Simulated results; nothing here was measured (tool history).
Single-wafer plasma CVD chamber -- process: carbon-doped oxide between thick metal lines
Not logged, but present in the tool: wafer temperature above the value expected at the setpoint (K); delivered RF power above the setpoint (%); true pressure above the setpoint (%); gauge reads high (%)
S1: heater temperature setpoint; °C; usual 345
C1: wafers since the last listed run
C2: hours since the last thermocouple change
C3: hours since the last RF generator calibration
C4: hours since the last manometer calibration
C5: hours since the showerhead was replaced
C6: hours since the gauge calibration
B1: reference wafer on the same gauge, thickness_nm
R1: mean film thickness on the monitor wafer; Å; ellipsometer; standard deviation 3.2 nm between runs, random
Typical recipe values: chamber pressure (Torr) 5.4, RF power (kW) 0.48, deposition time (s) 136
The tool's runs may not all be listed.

{"run": 1, "hour": 0.0, "S1": 345, "chamber pressure (Torr)": 4.61, "RF power (kW)": 0.44, "deposition time (s)": 136, "C1": 0, "C2": 1797.4, "C3": 1949.1, "C4": 2323.7, "C5": 6821.5, "C6": 287.9, "B1": 607.906, "R1": 5761.71}
{"run": 2, "hour": 7.2, "S1": 345, "chamber pressure (Torr)": 4.61, "RF power (kW)": 0.44, "deposition time (s)": 136, "C1": 112, "C2": 1804.6, "C3": 1956.3, "C4": 2330.9, "C5": 6828.7, "C6": 295.1, "B1": 608.09, "R1": 5717.91}
{"hour": 23.7, "done": "showerhead replaced"}
{"hour": 43.0, "done": "gauge calibrated"}
{"run": 3, "hour": 51.3, "S1": 345, "chamber pressure (Torr)": 4.61, "RF power (kW)": 0.44, "deposition time (s)": 136, "C1": 562, "C2": 1848.7, "C3": 2000.4, "C4": 2375, "C5": 27.6, "C6": 8.3, "B1": 606.998, "R1": 5689.92}
{"hour": 64.3, "done": "RF generator calibrated"}
{"run": 4, "hour": 68.7, "S1": 345, "chamber pressure (Torr)": 5.4, "RF power (kW)": 0.48, "deposition time (s)": 136, "C1": 146, "C2": 1866.1, "C3": 4.4, "C4": 2392.4, "C5": 45, "C6": 25.7, "B1": 608.59, "R1": 7059.95}
{"run": 5, "hour": 79.1, "S1": 345, "chamber pressure (Torr)": 5.4, "RF power (kW)": 0.48, "deposition time (s)": 136, "C1": 161, "C2": 1876.5, "C3": 14.8, "C4": 2402.8, "C5": 55.4, "C6": 36.1, "B1": 607.892, "R1": 7002.21}
{"run": 6, "hour": 90.3, "S1": 352, "chamber pressure (Torr)": 5.4, "RF power (kW)": 0.48, "deposition time (s)": 136, "C1": 174, "C2": 1887.7, "C3": 26, "C4": 2414, "C5": 66.6, "C6": 47.3, "B1": 608.662, "R1": 6927.3}
{"run": 7, "hour": 108.0, "S1": 352, "chamber pressure (Torr)": 5.4, "RF power (kW)": 0.48, "deposition time (s)": 136, "C1": 275, "C2": 1905.4, "C3": 43.7, "C4": 2431.7, "C5": 84.3, "C6": 65, "B1": 608.124, "R1": 6931.96}
{"run": 8, "hour": 114.2, "S1": 352, "chamber pressure (Torr)": 5.4, "RF power (kW)": 0.48, "deposition time (s)": 136, "C1": 96, "C2": 1911.6, "C3": 49.9, "C4": 2437.9, "C5": 90.5, "C6": 71.2, "B1": 607.796, "R1": 6926.58}
{"run": 9, "hour": 125.0, "S1": 345, "chamber pressure (Torr)": 6.24, "RF power (kW)": 0.4, "deposition time (s)": 136, "C1": 168, "C2": 1922.4, "C3": 60.7, "C4": 2448.7, "C5": 101.3, "C6": 82, "B1": 608.108, "R1": 5812.51}
{"run": 10, "hour": 133.4, "S1": 352, "chamber pressure (Torr)": 5.89, "RF power (kW)": 0.4, "deposition time (s)": 114, "C1": 130, "C2": 1930.8, "C3": 69.1, "C4": 2457.1, "C5": 109.7, "C6": 90.4, "B1": 607.825, "R1": 4738.31}
{"run": 11, "hour": 144.8, "S1": 330, "chamber pressure (Torr)": 4.77, "RF power (kW)": 0.48, "deposition time (s)": 136, "C1": 177, "C2": 1942.2, "C3": 80.5, "C4": 2468.5, "C5": 121.1, "C6": 101.8, "B1": 607.67, "R1": 7188.75}
{"run": 12, "hour": 153.5, "S1": 330, "chamber pressure (Torr)": 4.44, "RF power (kW)": 0.455, "deposition time (s)": 110, "C1": 135, "C2": 1950.9, "C3": 89.2, "C4": 2477.2, "C5": 129.8, "C6": 110.5, "B1": 607.808, "R1": 5457.25}
{"run": 13, "hour": 169.4, "S1": 352, "chamber pressure (Torr)": 5.87, "RF power (kW)": 0.385, "deposition time (s)": 136, "C1": 247, "C2": 1966.8, "C3": 105.1, "C4": 2493.1, "C5": 145.7, "C6": 126.4, "B1": 608.755, "R1": 5317.37}
{"run": 14, "hour": 180.8, "S1": 351, "chamber pressure (Torr)": 5.4, "RF power (kW)": 0.48, "deposition time (s)": 121, "C1": 177, "C2": 1978.2, "C3": 116.5, "C4": 2504.5, "C5": 157.1, "C6": 137.8, "B1": 607.911, "R1": 6166.23}
{"run": 15, "hour": 191.6, "S1": 345, "chamber pressure (Torr)": 5.4, "RF power (kW)": 0.51, "deposition time (s)": 159, "C1": 168, "C2": 1989, "C3": 127.3, "C4": 2515.3, "C5": 167.9, "C6": 148.6, "B1": 608.397, "R1": 8613.44}
{"run": 16, "hour": 206.0, "S1": 345, "chamber pressure (Torr)": 5.4, "RF power (kW)": 0.48, "deposition time (s)": 136, "C1": 224, "C2": 2003.4, "C3": 141.7, "C4": 2529.7, "C5": 182.3, "C6": 163, "B1": 608.904, "R1": 6949.25}
{"run": 17, "hour": 220.1, "S1": 349, "chamber pressure (Torr)": 5.93, "RF power (kW)": 0.395, "deposition time (s)": 147, "C1": 219, "C2": 2017.5, "C3": 155.8, "C4": 2543.8, "C5": 196.4, "C6": 177.1, "B1": 608.63, "R1": 6015.64}
{"run": 18, "hour": 234.9, "S1": 345, "chamber pressure (Torr)": 4.82, "RF power (kW)": 0.48, "deposition time (s)": 136, "C1": 230, "C2": 2032.3, "C3": 170.6, "C4": 2558.6, "C5": 211.2, "C6": 191.9, "B1": 608.861, "R1": 6866.73}
{"run": 19, "hour": 249.2, "S1": 345, "chamber pressure (Torr)": 5.81, "RF power (kW)": 0.545, "deposition time (s)": 136, "C1": 222, "C2": 2046.6, "C3": 184.9, "C4": 2572.9, "C5": 225.5, "C6": 206.2, "B1": 607.729, "R1": 7936.79}
{"hour": 266.7, "done": "capacitance manometer re-zeroed and calibrated"}
{"run": 20, "hour": 267.2, "S1": 345, "chamber pressure (Torr)": 5.4, "RF power (kW)": 0.48, "deposition time (s)": 136, "C1": 155, "C2": 2064.6, "C3": 202.9, "C4": 0.5, "C5": 243.5, "C6": 224.2, "B1": 608.591, "R1": 6965.71}
{"hour": 275.6, "done": "thermocouple changed; heater temperature recalibrated"}
{"run": 21, "hour": 276.4, "S1": 345, "chamber pressure (Torr)": 5.81, "RF power (kW)": 0.44, "deposition time (s)": 136, "C1": 18, "C2": 0.8, "C3": 212.1, "C4": 9.7, "C5": 252.7, "C6": 233.4, "B1": 607.627, "R1": 6439.64}

What does the tool deliver on the next run?
{"hour": 321.0, "done": "gauge calibrated"}
{"run": 22, "hour": 329.1, "S1": 345, "chamber pressure (Torr)": 6.21, "RF power (kW)": 0.48, "deposition time (s)": 136, "C1": 820, "C2": 53.5, "C3": 264.8, "C4": 62.4, "C5": 305.4, "C6": 8.1, "B1": "?", "R1": "?"}

{"run 22": {"B1": 608.38, "R1": 7106.53}}
On a tool with no hidden condition, and with the same random variation, this run would have come out at R1 7230.84 Å.

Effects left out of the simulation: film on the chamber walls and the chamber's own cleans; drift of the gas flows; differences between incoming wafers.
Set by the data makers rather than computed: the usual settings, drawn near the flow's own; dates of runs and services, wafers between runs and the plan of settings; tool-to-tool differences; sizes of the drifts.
